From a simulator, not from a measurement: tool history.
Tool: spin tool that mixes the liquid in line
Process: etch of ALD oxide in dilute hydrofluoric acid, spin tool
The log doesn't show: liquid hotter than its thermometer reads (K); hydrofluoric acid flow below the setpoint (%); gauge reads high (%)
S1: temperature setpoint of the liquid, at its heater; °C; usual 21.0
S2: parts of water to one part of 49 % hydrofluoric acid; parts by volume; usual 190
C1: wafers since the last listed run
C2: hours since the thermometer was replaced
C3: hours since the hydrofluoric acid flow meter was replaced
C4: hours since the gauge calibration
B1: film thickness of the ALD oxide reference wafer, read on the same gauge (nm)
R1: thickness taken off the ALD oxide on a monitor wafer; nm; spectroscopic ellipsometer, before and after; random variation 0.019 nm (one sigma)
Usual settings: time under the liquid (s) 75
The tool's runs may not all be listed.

Run 1, hour 0.0: usual settings; C1 0; C2 1625.7; C3 1691.4; C4 91.3; B1 110.033. Result: R1 3.272 nm.
Run 2, hour 15.5: usual settings; C1 214; C2 1641.2; C3 1706.9; C4 106.8; B1 110.074. Result: R1 3.267 nm.
Run 3, hour 26.8: usual settings but S2 235 parts by volume; C1 156; C2 1652.5; C3 1718.2; C4 118.1; B1 109.975. Result: R1 2.515 nm.
Run 4, hour 39.6: usual settings but S2 235 parts by volume; C1 177; C2 1665.3; C3 1731.0; C4 130.9; B1 109.999. Result: R1 2.482 nm.
Run 5, hour 52.5: usual settings but S2 235 parts by volume; C1 178; C2 1678.2; C3 1743.9; C4 143.8; B1 109.971. Result: R1 2.482 nm.
Run 6, hour 61.6: usual settings; C1 126; C2 1687.3; C3 1753.0; C4 152.9; B1 110.016. Result: R1 3.237 nm.
Run 7, hour 69.9: usual settings; C1 115; C2 1695.6; C3 1761.3; C4 161.2; B1 110.006. Result: R1 3.236 nm.
Run 8, hour 76.3: usual settings but S2 255 parts by volume, time under the liquid (s) 90; C1 88; C2 1702.0; C3 1767.7; C4 167.6; B1 110.039. Result: R1 2.697 nm.
At hour 94.6: thermometer replaced.
Run 9, hour 106.8: usual settings but time under the liquid (s) 90; C1 408; C2 12.2; C3 1798.2; C4 198.1; B1 109.982. Result: R1 3.887 nm.
At hour 115.4: gauge calibrated.
Run 10, hour 119.0: usual settings but S1 19.0 °C; C1 169; C2 24.4; C3 1810.4; C4 3.6; B1 110.020. Result: R1 3.013 nm.
At hour 161.6: hydrofluoric acid flow meter replaced.
Run 11, hour 171.8: usual settings but S1 19.5 °C, time under the liquid (s) 100; C1 717; C2 77.2; C3 10.2; C4 56.4; B1 110.008. Result: R1 4.802 nm.
Run 12, hour 182.6: usual settings; C1 149; C2 88.0; C3 21.0; C4 67.2; B1 109.960. Result: R1 3.799 nm.
Run 13, hour 199.3: usual settings but S1 23.0 °C, S2 100 parts by volume, time under the liquid (s) 105; C1 231; C2 104.7; C3 37.7; C4 83.9; B1 110.030. Result: R1 12.006 nm.
Run 14, hour 205.8: usual settings but S1 23.0 °C, time under the liquid (s) 40; C1 90; C2 111.2; C3 44.2; C4 90.4; B1 110.010. Result: R1 2.169 nm.

Hidden state at the last listed run before each entry between runs and at the first one after, where it differs:
Between runs 8 and 9: thermometer replaced (hour 94.6)
  hydrofluoric acid flow below the setpoint (%): 14.3 -> 14.6
  measured less the result without the state, R1: -0.580 -> -0.811 nm
Between runs 9 and 10: gauge calibrated (hour 115.4)
  no hidden state differs between the two runs
  measured less the result without the state, R1: -0.811 -> -0.629 nm
Between runs 10 and 11: hydrofluoric acid flow meter replaced (hour 161.6)
  hydrofluoric acid flow below the setpoint (%): 14.6 -> 2.36
  measured less the result without the state, R1: -0.629 -> -0.139 nm

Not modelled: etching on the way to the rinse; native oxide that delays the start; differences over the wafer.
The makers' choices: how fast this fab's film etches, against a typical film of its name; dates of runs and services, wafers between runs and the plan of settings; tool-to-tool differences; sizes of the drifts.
